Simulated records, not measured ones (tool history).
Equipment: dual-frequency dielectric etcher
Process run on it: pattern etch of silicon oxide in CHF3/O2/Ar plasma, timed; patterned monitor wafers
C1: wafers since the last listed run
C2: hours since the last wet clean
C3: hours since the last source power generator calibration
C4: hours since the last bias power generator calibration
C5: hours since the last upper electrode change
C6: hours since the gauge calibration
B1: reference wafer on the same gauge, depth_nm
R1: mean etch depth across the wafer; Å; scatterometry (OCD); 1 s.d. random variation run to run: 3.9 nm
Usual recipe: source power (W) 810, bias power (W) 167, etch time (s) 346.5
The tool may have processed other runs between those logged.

Run 1, hour 0: usual settings; C1 0; C2 3.5; C3 3808.7; C4 3518.8; C5 5124; C6 1142.9; B1 913.1. Result: R1 7752 Å.
Run 2, hour 68.7: usual settings; C1 343; C2 72.2; C3 3877.4; C4 3587.5; C5 5192.7; C6 1211.6; B1 913.2. Result: R1 7894 Å.
Run 3, hour 102.4: usual settings; C1 168; C2 105.9; C3 3911.1; C4 3621.2; C5 5226.4; C6 1245.3; B1 911.1. Result: R1 7894 Å.
Run 4, hour 141.5: usual settings; C1 195; C2 145; C3 3950.2; C4 3660.3; C5 5265.5; C6 1284.4; B1 912.2. Result: R1 7907 Å.
Run 5, hour 207.6: usual settings; C1 330; C2 211.1; C3 4016.3; C4 3726.4; C5 5331.6; C6 1350.5; B1 912.3. Result: R1 7949 Å.
At hour 253.7: upper electrode replaced.
Run 6, hour 254.2: usual settings; C1 112; C2 257.7; C3 4062.9; C4 3773; C5 0.5; C6 1397.1; B1 911.1. Result: R1 8050 Å.
Run 7, hour 295.8: usual settings; C1 207; C2 299.3; C3 4104.5; C4 3814.6; C5 42.1; C6 1438.7; B1 911.9. Result: R1 8092 Å.
At hour 305.5: source power generator calibrated.
Run 8, hour 367.1: usual settings; C1 336; C2 370.6; C3 61.6; C4 3885.9; C5 113.4; C6 1510; B1 911.5. Result: R1 8165 Å.
At hour 393.4: wet clean of the chamber.
Run 9, hour 393.9: usual settings; C1 13; C2 0.5; C3 88.4; C4 3912.7; C5 140.2; C6 1536.8; B1 912. Result: R1 7840 Å.
At hour 458.3: bias power generator calibrated.
Run 10, hour 458.8: usual settings but source power (W) 640, bias power (W) 148; C1 304; C2 65.4; C3 153.3; C4 0.5; C5 205.1; C6 1601.7; B1 912.5. Result: R1 7028 Å.
At hour 476: gauge calibrated.
Run 11, hour 481.8: usual settings but etch time (s) 401; C1 114; C2 88.4; C3 176.3; C4 23.5; C5 228.1; C6 5.8; B1 911.7. Result: R1 9180 Å.
Run 12, hour 530.4: usual settings but bias power (W) 207, etch time (s) 407.5; C1 242; C2 137; C3 224.9; C4 72.1; C5 276.7; C6 54.4; B1 911.5. Result: R1 9913 Å.
Run 13, hour 572.9: usual settings but source power (W) 890, bias power (W) 150, etch time (s) 287.5; C1 212; C2 179.5; C3 267.4; C4 114.6; C5 319.2; C6 96.9; B1 912.3. Result: R1 6758 Å.
Run 14, hour 621.4: usual settings; C1 242; C2 228; C3 315.9; C4 163.1; C5 367.7; C6 145.4; B1 912.2. Result: R1 8042 Å.
Run 15, hour 664.8: usual settings but source power (W) 900, etch time (s) 260; C1 216; C2 271.4; C3 359.3; C4 206.5; C5 411.1; C6 188.8; B1 912.6. Result: R1 6340 Å.
Run 16, hour 709.4: usual settings but bias power (W) 143, etch time (s) 380; C1 222; C2 316; C3 403.9; C4 251.1; C5 455.7; C6 233.4; B1 911.9. Result: R1 8583 Å.
Run 17, hour 734.3: usual settings but source power (W) 910, bias power (W) 181, etch time (s) 310.5; C1 124; C2 340.9; C3 428.8; C4 276; C5 480.6; C6 258.3; B1 911.9. Result: R1 7864 Å.
At hour 782.9: wet clean of the chamber.
Run 18, hour 783.4: usual settings but bias power (W) 140, etch time (s) 394.5; C1 125; C2 0.5; C3 477.9; C4 325.1; C5 529.7; C6 307.4; B1 912.3. Result: R1 8443 Å.
Run 19, hour 817.6: usual settings; C1 170; C2 34.7; C3 512.1; C4 359.3; C5 563.9; C6 341.6; B1 912.1. Result: R1 7867 Å.
Run 20, hour 861: usual settings but source power (W) 660, bias power (W) 202, etch time (s) 447.5; C1 216; C2 78.1; C3 555.5; C4 402.7; C5 607.3; C6 385; B1 912.4. Result: R1 9961 Å.
Run 21, hour 916: usual settings but source power (W) 1000; C1 274; C2 133.1; C3 610.5; C4 457.7; C5 662.3; C6 440; B1 911.7. Result: R1 8529 Å.
Run 22, hour 942.7: usual settings; C1 133; C2 159.8; C3 637.2; C4 484.4; C5 689; C6 466.7; B1 911.9. Result: R1 7928 Å.
Run 23, hour 991: usual settings but source power (W) 720, bias power (W) 133, etch time (s) 410; C1 241; C2 208.1; C3 685.5; C4 532.7; C5 737.3; C6 515; B1 911.7. Result: R1 8522 Å.
Run 24, hour 1054.5: usual settings; C1 317; C2 271.6; C3 749; C4 596.2; C5 800.8; C6 578.5; B1 912.9. Result: R1 8032 Å.
Run 25, hour 1090.8: usual settings; C1 181; C2 307.9; C3 785.3; C4 632.5; C5 837.1; C6 614.8; B1 912.4. Result: R1 8128 Å.
Run 26, hour 1115.1: usual settings; C1 121; C2 332.2; C3 809.6; C4 656.8; C5 861.4; C6 639.1; B1 912.4. Result: R1 8102 Å.
At hour 1194.1: wet clean of the chamber.
Run 27, hour 1194.6: usual settings but source power (W) 740, bias power (W) 194, etch time (s) 440.5; C1 277; C2 0.5; C3 889.1; C4 736.3; C5 940.9; C6 718.6; B1 913.1. Result: R1 9997 Å.
Run 28, hour 1243.7: usual settings but source power (W) 730, bias power (W) 142, etch time (s) 312.5; C1 245; C2 49.6; C3 938.2; C4 785.4; C5 990; C6 767.7; B1 911.5. Result: R1 6529 Å.
Run 29, hour 1294.9: usual settings but source power (W) 630, bias power (W) 151; C1 255; C2 100.8; C3 989.4; C4 836.6; C5 1041.2; C6 818.9; B1 911.3. Result: R1 7011 Å.

The logged runs with the hidden state left out (each run's random variation unchanged):
Hidden conditions of the tool in this case: etch rate over this chamber's usual, %; source power that arrives over what is set, %; bias power that arrives over what is set, %; gauge reads high (%).
run     R1
  1   7749
  2   7820
  3   7785
  4   7759
  5   7734
  6   7785
  7   7784
  8   7783
  9   7811
 10   6942
 11   9041
 12   9701
 13   6577
 14   7778
 15   6098
 16   8208
 17   7497
 18   8492
 19   7876
 20   9916
 21   8429
 22   7808
 23   8341
 24   7796
 25   7853
 26   7803
 27  10000
 28   6489
 29   6921
